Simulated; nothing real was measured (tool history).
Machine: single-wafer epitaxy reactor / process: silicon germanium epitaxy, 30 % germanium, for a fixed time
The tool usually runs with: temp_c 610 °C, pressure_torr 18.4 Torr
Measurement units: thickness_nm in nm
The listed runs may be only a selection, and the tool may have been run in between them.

run,hour,temp_c,pressure_torr,wafers since the last listed run,hours since the last pyrometer calibration,hours since the last manometer calibration,hours since the showerhead was replaced,hours since the gauge calibration,"read-back reference wafer on the same gauge, thickness_nm",thickness_nm
1,0,618,18.4,0,1429,1025.2,2728.6,243.3,72.504,79.619
2,29.7,618,18.4,438,1458.7,1054.9,2758.3,273,72.502,79.451
3,60.4,618,18.4,453,1489.4,1085.6,2789,303.7,72.517,79.085
4,79.3,598,18.4,279,1508.3,1104.5,2807.9,322.6,72.509,52.817
5,111.6,598,18.4,477,1540.6,1136.8,2840.2,354.9,72.516,52.861
6,129.4,598,18.4,263,1558.4,1154.6,2858,372.7,72.501,52.672
7,158.2,610,18.4,425,1587.2,1183.4,2886.8,401.5,72.502,67.633
# hour 164: gauge calibrated
# hour 173.7: showerhead replaced
8,174.2,610,18.4,118,1603.2,1199.4,0.5,10.2,72.49,67.621
9,264,600,19.3,1327,1693,1289.2,90.3,100,72.472,55.767
10,278.2,600,19.3,209,1707.2,1303.4,104.5,114.2,72.502,55.612
# hour 291.1: pyrometer calibrated
11,307.4,605,14.8,313,16.3,1332.6,133.7,143.4,72.488,56.766

Predict the results of run 12:
12,325,602,17,260,33.9,1350.2,151.3,161,?,?

Run 12 measured read-back reference wafer on the same gauge, thickness_nm 72.477, thickness_nm 54.799 nm.
On a tool with no hidden condition, and with the same random variation, this run would have come out at thickness_nm 55.777 nm.

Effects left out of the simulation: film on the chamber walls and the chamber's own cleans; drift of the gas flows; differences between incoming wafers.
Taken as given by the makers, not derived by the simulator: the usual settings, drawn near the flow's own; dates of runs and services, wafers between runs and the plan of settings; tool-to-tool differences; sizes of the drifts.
